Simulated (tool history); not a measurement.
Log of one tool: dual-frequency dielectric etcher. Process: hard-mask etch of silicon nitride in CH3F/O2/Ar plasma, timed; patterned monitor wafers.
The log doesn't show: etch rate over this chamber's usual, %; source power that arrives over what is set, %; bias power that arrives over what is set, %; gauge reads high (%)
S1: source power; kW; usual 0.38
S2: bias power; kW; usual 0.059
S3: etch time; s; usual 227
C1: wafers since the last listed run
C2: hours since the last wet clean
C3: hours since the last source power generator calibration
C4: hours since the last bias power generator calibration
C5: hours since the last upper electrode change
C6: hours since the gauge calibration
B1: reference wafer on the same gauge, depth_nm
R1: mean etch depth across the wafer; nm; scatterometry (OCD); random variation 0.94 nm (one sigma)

Run 1, hour 0: usual settings but S3 275.5 s; C1 0; C2 297.3; C3 2263.8; C4 4366.4; C5 2022.4; C6 663.2; B1 155.8. Result: R1 167.3 nm.
Run 2, hour 13.3: usual settings; C1 74; C2 310.6; C3 2277.1; C4 4379.7; C5 2035.7; C6 676.5; B1 155.6. Result: R1 136.4 nm.
Run 3, hour 43.4: usual settings; C1 168; C2 340.7; C3 2307.2; C4 4409.8; C5 2065.8; C6 706.6; B1 155.8. Result: R1 135.6 nm.
At hour 91.8: wet clean of the chamber.
Run 4, hour 92.3: usual settings but S2 0.066 kW; C1 139; C2 0.5; C3 2356.1; C4 4458.7; C5 2114.7; C6 755.5; B1 155.8. Result: R1 158.3 nm.
Run 5, hour 98.8: usual settings but S2 0.066 kW; C1 36; C2 7; C3 2362.6; C4 4465.2; C5 2121.2; C6 762; B1 155.9. Result: R1 155.5 nm.
Run 6, hour 127.3: usual settings but S2 0.066 kW; C1 159; C2 35.5; C3 2391.1; C4 4493.7; C5 2149.7; C6 790.5; B1 155.5. Result: R1 155.6 nm.
Run 7, hour 141.5: usual settings but S1 0.44 kW, S2 0.048 kW; C1 79; C2 49.7; C3 2405.3; C4 4507.9; C5 2163.9; C6 804.7; B1 155.6. Result: R1 146.9 nm.
Run 8, hour 163.1: usual settings; C1 121; C2 71.3; C3 2426.9; C4 4529.5; C5 2185.5; C6 826.3; B1 156. Result: R1 150 nm.
Run 9, hour 185.2: usual settings but S2 0.044 kW, S3 278.5 s; C1 124; C2 93.4; C3 2449; C4 4551.6; C5 2207.6; C6 848.4; B1 155.6. Result: R1 167.5 nm.
Run 10, hour 202.9: usual settings; C1 99; C2 111.1; C3 2466.7; C4 4569.3; C5 2225.3; C6 866.1; B1 155.8. Result: R1 148.6 nm.
Run 11, hour 230.6: usual settings but S1 0.35 kW, S2 0.071 kW, S3 269 s; C1 155; C2 138.8; C3 2494.4; C4 4597; C5 2253; C6 893.8; B1 156. Result: R1 184.4 nm.
Run 12, hour 260: usual settings but S1 0.34 kW, S2 0.05 kW, S3 163.5 s; C1 164; C2 168.2; C3 2523.8; C4 4626.4; C5 2282.4; C6 923.2; B1 155.9. Result: R1 98 nm.
At hour 293.6: wet clean of the chamber, repeated, since the last time left the tool worse.
Run 13, hour 294.1: usual settings; C1 56; C2 0.5; C3 2557.9; C4 4660.5; C5 2316.5; C6 957.3; B1 155.9. Result: R1 141.6 nm.
At hour 300.1: gauge calibrated.
Run 14, hour 311.5: usual settings but S1 0.42 kW, S3 256 s; C1 97; C2 17.9; C3 2575.3; C4 4677.9; C5 2333.9; C6 11.4; B1 155.8. Result: R1 163.7 nm.
Run 15, hour 342.7: usual settings but S1 0.29 kW, S2 0.068 kW, S3 284.5 s; C1 175; C2 49.1; C3 2606.5; C4 4709.1; C5 2365.1; C6 42.6; B1 156.1. Result: R1 169.6 nm.
Run 16, hour 366.7: usual settings but S2 0.051 kW, S3 258 s; C1 134; C2 73.1; C3 2630.5; C4 4733.1; C5 2389.1; C6 66.6; B1 156.3. Result: R1 152.7 nm.
At hour 411.5: upper electrode replaced.
At hour 413.2: source power generator calibrated.
Run 17, hour 413.7: usual settings; C1 119; C2 120.1; C3 0.5; C4 4780.1; C5 2.2; C6 113.6; B1 156.2. Result: R1 138.3 nm.
Run 18, hour 419.2: usual settings but S3 252 s; C1 30; C2 125.6; C3 6; C4 4785.6; C5 7.7; C6 119.1; B1 155.9. Result: R1 152.6 nm.
Run 19, hour 447.9: usual settings; C1 161; C2 154.3; C3 34.7; C4 4814.3; C5 36.4; C6 147.8; B1 156.1. Result: R1 138.8 nm.
Run 20, hour 468.3: usual settings but S1 0.48 kW, S3 255.5 s; C1 114; C2 174.7; C3 55.1; C4 4834.7; C5 56.8; C6 168.2; B1 155.7. Result: R1 168.8 nm.
Run 21, hour 481.2: usual settings but S2 0.069 kW; C1 72; C2 187.6; C3 68; C4 4847.6; C5 69.7; C6 181.1; B1 155.7. Result: R1 148.2 nm.
At hour 488.3: bias power generator calibrated.
Run 22, hour 505.7: usual settings but S1 0.43 kW, S2 0.053 kW, S3 189 s; C1 115; C2 212.1; C3 92.5; C4 17.4; C5 94.2; C6 205.6; B1 155.8. Result: R1 117.1 nm.
Run 23, hour 532: usual settings but S1 0.43 kW; C1 147; C2 238.4; C3 118.8; C4 43.7; C5 120.5; C6 231.9; B1 156.2. Result: R1 144.1 nm.
Run 24, hour 556.6: usual settings but S1 0.47 kW, S3 258.5 s; C1 138; C2 263; C3 143.4; C4 68.3; C5 145.1; C6 256.5; B1 155.7. Result: R1 166.8 nm.
Run 25, hour 571.3: usual settings but S1 0.46 kW; C1 82; C2 277.7; C3 158.1; C4 83; C5 159.8; C6 271.2; B1 155.8. Result: R1 143.4 nm.
Run 26, hour 601.5: usual settings but S2 0.05 kW, S3 160.5 s; C1 169; C2 307.9; C3 188.3; C4 113.2; C5 190; C6 301.4; B1 156.2. Result: R1 92.8 nm.
Run 27, hour 628.5: usual settings but S1 0.41 kW, S2 0.065 kW, S3 272 s; C1 151; C2 334.9; C3 215.3; C4 140.2; C5 217; C6 328.4; B1 155.8. Result: R1 171.7 nm.
Run 28, hour 645: usual settings but S1 0.43 kW, S2 0.044 kW, S3 177.5 s; C1 92; C2 351.4; C3 231.8; C4 156.7; C5 233.5; C6 344.9; B1 156.4. Result: R1 101.7 nm.
At hour 676: wet clean of the chamber.
Run 29, hour 679.7: usual settings but S2 0.069 kW; C1 60; C2 3.7; C3 266.5; C4 191.4; C5 268.2; C6 379.6; B1 156.2. Result: R1 148.7 nm.

Some steps in R1 between neighbouring runs. How much of each would the tool show without its hidden state too (settings, what came in, random variation), and how much is left for the hidden state, with any gauge scatter that isn't in both results?
Run 3 -> 4: S2 0.059 -> 0.066, wet clean of the chamber. R1 +22.7 nm: hidden state +13.6, all else +9.1.
Run 11 -> 12: S1 0.35 -> 0.34, S2 0.071 -> 0.05, S3 269 -> 163.5. R1 -86.4 nm: hidden state -4.5, all else -81.9.
Run 12 -> 13: S1 0.34 -> 0.38, S2 0.05 -> 0.059, S3 163.5 -> 227, wet clean of the chamber, repeated, since the last time left the tool worse. R1 +43.6 nm: hidden state -5, all else +48.6.
Run 26 -> 27: S1 0.38 -> 0.41, S2 0.05 -> 0.065, S3 160.5 -> 272. R1 +78.9 nm: hidden state -2.8, all else +81.7.
